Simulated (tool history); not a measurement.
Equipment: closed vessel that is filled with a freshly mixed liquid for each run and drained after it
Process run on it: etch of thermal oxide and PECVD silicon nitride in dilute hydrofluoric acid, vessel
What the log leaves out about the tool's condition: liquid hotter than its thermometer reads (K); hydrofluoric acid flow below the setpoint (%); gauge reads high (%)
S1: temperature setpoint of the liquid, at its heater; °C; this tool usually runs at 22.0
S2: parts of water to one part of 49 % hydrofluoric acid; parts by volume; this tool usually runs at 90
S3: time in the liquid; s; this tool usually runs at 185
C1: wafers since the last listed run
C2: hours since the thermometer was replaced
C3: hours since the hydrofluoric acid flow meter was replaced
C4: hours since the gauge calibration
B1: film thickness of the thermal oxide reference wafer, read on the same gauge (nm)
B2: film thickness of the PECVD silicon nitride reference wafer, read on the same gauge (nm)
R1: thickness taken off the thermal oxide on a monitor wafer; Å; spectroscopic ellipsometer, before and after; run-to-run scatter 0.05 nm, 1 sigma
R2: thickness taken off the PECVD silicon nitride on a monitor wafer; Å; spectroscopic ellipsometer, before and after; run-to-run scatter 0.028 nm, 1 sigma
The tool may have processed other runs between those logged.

run,day,S1,S2,S3,C1,C2,C3,C4,B1,B2,R1,R2
1,0.000,22.0,90,185,0,1604.4,2029.0,499.4,130.02,119.959,74.2,33.99
2,0.771,22.0,80,185,2242,1622.9,2047.5,517.9,129.99,120.031,85.2,39.04
3,1.729,22.0,80,185,2787,1645.9,2070.5,540.9,130.01,119.994,85.0,38.45
4,2.346,22.0,70,160,1793,1660.7,2085.3,555.7,130.00,120.039,85.8,38.35
# day 3.012: gauge calibrated
5,3.379,22.0,90,135,3006,1685.5,2110.1,8.8,130.01,119.939,54.6,25.13
6,4.508,22.0,90,135,3284,1712.6,2137.2,35.9,130.01,120.009,54.2,25.36
# day 5.112: thermometer replaced
7,5.579,22.0,90,135,2993,11.2,2162.9,61.6,130.00,119.985,49.7,21.83
8,6.612,22.0,70,185,3006,36.0,2187.7,86.4,130.02,120.029,89.1,37.49
9,7.783,22.0,70,185,3406,64.1,2215.8,114.5,129.98,119.992,90.3,37.93
10,8.375,22.0,90,185,1721,78.3,2230.0,128.7,130.01,120.003,67.8,29.75
11,8.925,26.0,75,185,1599,91.5,2243.2,141.9,130.02,120.005,97.1,45.82
# day 9.725: hydrofluoric acid flow meter replaced
12,10.367,17.5,115,135,4072,126.1,15.4,176.5,130.01,120.006,36.6,14.16
13,11.675,22.0,90,185,3806,157.5,46.8,207.9,129.99,120.029,78.6,33.70
14,12.417,17.5,90,115,2157,175.3,64.6,225.7,129.99,120.015,40.4,15.49
15,13.829,22.0,110,110,4109,209.2,98.5,259.6,130.00,119.978,37.2,16.61
16,14.446,22.0,90,185,1793,224.0,113.3,274.4,130.00,120.003,78.3,34.40
17,15.717,24.0,60,90,3696,254.5,143.8,304.9,129.99,120.025,63.9,28.31
18,16.588,22.0,90,185,2533,275.4,164.7,325.8,130.00,120.035,79.0,34.43
19,17.712,22.0,70,245,3272,302.4,191.7,352.8,130.01,120.061,138.8,57.50
20,18.767,17.5,65,220,3066,327.7,217.0,378.1,130.00,120.008,110.5,41.27
21,19.667,22.0,90,90,2618,349.3,238.6,399.7,130.00,120.013,38.1,16.50
22,21.088,22.0,90,185,4133,383.4,272.7,433.8,129.99,120.048,78.2,33.93
23,22.579,24.5,115,185,4339,419.2,308.5,469.6,130.00,120.013,66.3,31.75
24,23.829,20.5,115,185,3636,449.2,338.5,499.6,130.00,119.956,55.9,24.58

Here are 5 independent what-if runs from the current tool condition. What would each one return?
A,23.858,22.0,90,185,84,449.9,339.2,500.3,?,?,?,?
B,23.858,27.0,50,185,84,449.9,339.2,500.3,?,?,?,?
C,23.858,22.0,130,95,84,449.9,339.2,500.3,?,?,?,?
D,23.858,25.0,90,250,84,449.9,339.2,500.3,?,?,?,?
E,23.858,18.5,120,150,84,449.9,339.2,500.3,?,?,?,?

run,B1,B2,R1,R2
A,129.98,120.038,78.8,34.53
B,129.98,120.038,183.0,85.76
C,129.98,120.038,26.7,12.34
D,129.98,120.038,119.9,56.84
E,129.98,120.038,40.2,16.70
With the hidden condition removed and each run's random variation left untouched, the same runs would have given:
run,R1,R2
A,77.6,32.96
B,180.2,81.99
C,26.4,11.80
D,118.3,54.37
E,39.6,15.92
